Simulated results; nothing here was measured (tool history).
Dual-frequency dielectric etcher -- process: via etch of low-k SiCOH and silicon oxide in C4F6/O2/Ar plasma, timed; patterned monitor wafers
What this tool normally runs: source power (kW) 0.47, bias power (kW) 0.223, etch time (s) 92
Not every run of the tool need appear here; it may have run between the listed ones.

| run | hour | source power (kW) | bias power (kW) | etch time (s) | read-back reference wafer on the same gauge, depth_nm | mean etch depth across the wafer (nm) |
|---|---|---|---|---|---|---|
| 1 | 0 | 0.47 | 0.261 | 92 | 267.1 | 306.8 |
| 2 | 7.2 | 0.47 | 0.186 | 109.5 | 267.1 | 318 |
| 3 | 15.5 | 0.47 | 0.186 | 109.5 | 267 | 317.6 |
| 4 | 23.2 | 0.47 | 0.223 | 92 | 267.1 | 287.1 |
| 5 | 37.7 | 0.47 | 0.223 | 92 | 266.9 | 285.8 |
|  | 66.3 | upper electrode replaced |
| 6 | 66.8 | 0.47 | 0.223 | 92 | 267 | 288.7 |
| 7 | 67.2 | 0.47 | 0.223 | 100 | 267 | 314.6 |
| 8 | 67.6 | 0.47 | 0.223 | 100 | 266.8 | 312.7 |
|  | 71.6 | gauge calibrated |
| 9 | 78.2 | 0.47 | 0.223 | 92 | 267 | 287.2 |
| 10 | 85.8 | 0.47 | 0.223 | 92 | 267 | 287.6 |
| 11 | 95.7 | 0.47 | 0.223 | 92 | 266.9 | 288.5 |
| 12 | 104.1 | 0.47 | 0.223 | 92 | 267 | 289.9 |
| 13 | 115.6 | 0.47 | 0.223 | 100 | 267 | 313.6 |
| 14 | 132.3 | 0.54 | 0.223 | 92 | 267.1 | 303.9 |
|  | 165.8 | wet clean of the chamber |
| 15 | 166.3 | 0.47 | 0.279 | 92 | 266.8 | 326.4 |
| 16 | 166.6 | 0.54 | 0.223 | 70.5 | 267.1 | 240 |
| 17 | 167.7 | 0.47 | 0.271 | 111.5 | 267 | 391.9 |
|  | 182.5 | source power generator calibrated |
| 18 | 183.2 | 0.37 | 0.168 | 80 | 267 | 210.5 |
| 19 | 199.3 | 0.54 | 0.223 | 79 | 266.9 | 267.7 |
|  | 207.9 | bias power generator calibrated |
| 20 | 210 | 0.35 | 0.266 | 113 | 266.8 | 354.8 |
| 21 | 216.9 | 0.39 | 0.223 | 79 | 267 | 238.6 |
|  | 241.6 | wet clean of the chamber, repeated, since the last time left the tool worse |
| 22 | 242.1 | 0.47 | 0.223 | 113.5 | 267 | 344.6 |
| 23 | 243.7 | 0.57 | 0.203 | 92 | 266.9 | 288.7 |
| 24 | 261.3 | 0.41 | 0.223 | 92 | 267 | 265 |
| 25 | 277.7 | 0.47 | 0.223 | 65.5 | 266.9 | 198.6 |
| 26 | 291.3 | 0.47 | 0.223 | 92 | 267.1 | 281.6 |
| 27 | 297.8 | 0.47 | 0.223 | 115.5 | 267 | 350.8 |
| 28 | 311 | 0.47 | 0.223 | 65.5 | 267 | 198.3 |
| 29 | 327.4 | 0.54 | 0.261 | 110 | 267.1 | 375.8 |

Consider 5 possible next runs. They are alternatives, not a sequence: every one starts from the tool as it was left by run 29. What does each give?
| A | 327.8 | 0.47 | 0.223 | 92 | ? | ? |
| B | 327.8 | 0.53 | 0.223 | 81.5 | ? | ? |
| C | 327.8 | 0.57 | 0.274 | 82 | ? | ? |
| D | 327.8 | 0.36 | 0.223 | 73 | ? | ? |
| E | 327.8 | 0.42 | 0.182 | 92 | ? | ? |

| run | read-back reference wafer on the same gauge, depth_nm | mean etch depth across the wafer (nm) |
|---|---|---|
| A | 267.1 | 279.5 |
| B | 267.1 | 258.6 |
| C | 267.1 | 290 |
| D | 267.1 | 201.6 |
| E | 267.1 | 247.2 |
With no hidden state in the tool, these same runs would have given:
| run | mean etch depth across the wafer (nm) |
|---|---|
| A | 278.3 |
| B | 257.5 |
| C | 288.8 |
| D | 200.8 |
| E | 246.1 |
